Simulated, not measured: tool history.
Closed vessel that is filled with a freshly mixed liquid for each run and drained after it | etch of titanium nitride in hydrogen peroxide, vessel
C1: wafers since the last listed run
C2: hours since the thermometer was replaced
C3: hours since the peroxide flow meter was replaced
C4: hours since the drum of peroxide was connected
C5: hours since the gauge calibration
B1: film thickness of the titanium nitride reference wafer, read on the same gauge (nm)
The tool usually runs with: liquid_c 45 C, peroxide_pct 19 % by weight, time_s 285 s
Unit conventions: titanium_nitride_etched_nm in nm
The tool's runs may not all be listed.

Run 1, day 0: usual settings but time_s 230 s; C1 0; C2 254.6; C3 1089.7; C4 558.6; C5 216.4; B1 150. Result: titanium_nitride_etched_nm 12.48 nm.
Run 2, day 0.533: usual settings; C1 847; C2 267.4; C3 1102.5; C4 571.4; C5 229.2; B1 150. Result: titanium_nitride_etched_nm 15.57 nm.
Run 3, day 1.204: usual settings; C1 1066; C2 283.5; C3 1118.6; C4 587.5; C5 245.3; B1 150. Result: titanium_nitride_etched_nm 15.49 nm.
Run 4, day 1.883: usual settings; C1 1079; C2 299.8; C3 1134.9; C4 603.8; C5 261.6; B1 150.01. Result: titanium_nitride_etched_nm 15.51 nm.
Run 5, day 2.917: usual settings but time_s 325 s; C1 1642; C2 324.6; C3 1159.7; C4 628.6; C5 286.4; B1 150. Result: titanium_nitride_etched_nm 17.69 nm.
Run 6, day 3.454: usual settings but time_s 325 s; C1 854; C2 337.5; C3 1172.6; C4 641.5; C5 299.3; B1 150. Result: titanium_nitride_etched_nm 17.67 nm.
Run 7, day 4.5: usual settings; C1 1662; C2 362.6; C3 1197.7; C4 666.6; C5 324.4; B1 150. Result: titanium_nitride_etched_nm 15.44 nm.
Run 8, day 5.008: usual settings; C1 807; C2 374.8; C3 1209.9; C4 678.8; C5 336.6; B1 150. Result: titanium_nitride_etched_nm 15.43 nm.
Run 9, day 5.708: usual settings; C1 1112; C2 391.6; C3 1226.7; C4 695.6; C5 353.4; B1 150.01. Result: titanium_nitride_etched_nm 15.48 nm.
Run 10, day 6.483: usual settings; C1 1231; C2 410.2; C3 1245.3; C4 714.2; C5 372; B1 150.01. Result: titanium_nitride_etched_nm 15.47 nm.
Run 11, day 7.092: usual settings; C1 966; C2 424.8; C3 1259.9; C4 728.8; C5 386.6; B1 150. Result: titanium_nitride_etched_nm 15.4 nm.
Run 12, day 8.304: usual settings; C1 1926; C2 453.9; C3 1289; C4 757.9; C5 415.7; B1 150. Result: titanium_nitride_etched_nm 15.42 nm.
Run 13, day 9.079: usual settings but time_s 385 s; C1 1231; C2 472.5; C3 1307.6; C4 776.5; C5 434.3; B1 150. Result: titanium_nitride_etched_nm 20.77 nm.
Run 14, day 9.821: usual settings; C1 1178; C2 490.3; C3 1325.4; C4 794.3; C5 452.1; B1 150.02. Result: titanium_nitride_etched_nm 15.35 nm.
Run 15, day 10.671: usual settings but liquid_c 48.5 C, time_s 375 s; C1 1350; C2 510.7; C3 1345.8; C4 814.7; C5 472.5; B1 150.01. Result: titanium_nitride_etched_nm 26.24 nm.
At day 11.596: new drum of peroxide connected.
At day 12.708: gauge calibrated.
At day 13.05: thermometer replaced.
At day 13.708: peroxide flow meter replaced.
Run 16, day 14.833: usual settings but liquid_c 41.5 C, time_s 365 s; C1 6416; C2 42.8; C3 27; C4 77.7; C5 51; B1 149.99. Result: titanium_nitride_etched_nm 15.73 nm.
Run 17, day 16.108: usual settings but liquid_c 50.5 C, peroxide_pct 15.5 % by weight, time_s 400 s; C1 2026; C2 73.4; C3 57.6; C4 108.3; C5 81.6; B1 149.97. Result: titanium_nitride_etched_nm 32.08 nm.
Run 18, day 17.596: usual settings; C1 2363; C2 109.1; C3 93.3; C4 144; C5 117.3; B1 150.01. Result: titanium_nitride_etched_nm 15.92 nm.
Run 19, day 18.65: usual settings but peroxide_pct 17 % by weight; C1 1675; C2 134.4; C3 118.6; C4 169.3; C5 142.6; B1 150.01. Result: titanium_nitride_etched_nm 15.59 nm.
Run 20, day 19.233: usual settings but liquid_c 41.5 C; C1 927; C2 148.4; C3 132.6; C4 183.3; C5 156.6; B1 150.01. Result: titanium_nitride_etched_nm 12.23 nm.
Run 21, day 20.096: usual settings but liquid_c 35 C, time_s 215 s; C1 1370; C2 169.1; C3 153.3; C4 204; C5 177.3; B1 150.01. Result: titanium_nitride_etched_nm 5.58 nm.
Run 22, day 21.408: usual settings but liquid_c 35 C, peroxide_pct 14.5 % by weight; C1 2085; C2 200.6; C3 184.8; C4 235.5; C5 208.8; B1 150.01. Result: titanium_nitride_etched_nm 6.96 nm.
Run 23, day 22.088: usual settings but time_s 445 s; C1 1079; C2 216.9; C3 201.1; C4 251.8; C5 225.1; B1 150. Result: titanium_nitride_etched_nm 24.88 nm.
Run 24, day 22.8: usual settings; C1 1132; C2 234; C3 218.2; C4 268.9; C5 242.2; B1 149.99. Result: titanium_nitride_etched_nm 15.81 nm.

What if the next run were any one of these 3? Each begins from the tool's condition after run 24:
Run A, day 22.829: usual settings; C1 46; C2 234.7; C3 218.9; C4 269.6; C5 242.9; B1 ?. Result: titanium_nitride_etched_nm ?.
Run B, day 22.829: usual settings but liquid_c 36 C, peroxide_pct 23 % by weight, time_s 115 s; C1 46; C2 234.7; C3 218.9; C4 269.6; C5 242.9; B1 ?. Result: titanium_nitride_etched_nm ?.
Run C, day 22.829: usual settings but liquid_c 36 C, peroxide_pct 24 % by weight; C1 46; C2 234.7; C3 218.9; C4 269.6; C5 242.9; B1 ?. Result: titanium_nitride_etched_nm ?.

run      B1  titanium_nitride_etched_nm
  A  149.98                       15.87
  B  149.98                        3.34
  C  149.98                        8.37
Without the tool's hidden state the same runs would have given:
run  titanium_nitride_etched_nm
  A                       16.04
  B                        3.38
  C                        8.46

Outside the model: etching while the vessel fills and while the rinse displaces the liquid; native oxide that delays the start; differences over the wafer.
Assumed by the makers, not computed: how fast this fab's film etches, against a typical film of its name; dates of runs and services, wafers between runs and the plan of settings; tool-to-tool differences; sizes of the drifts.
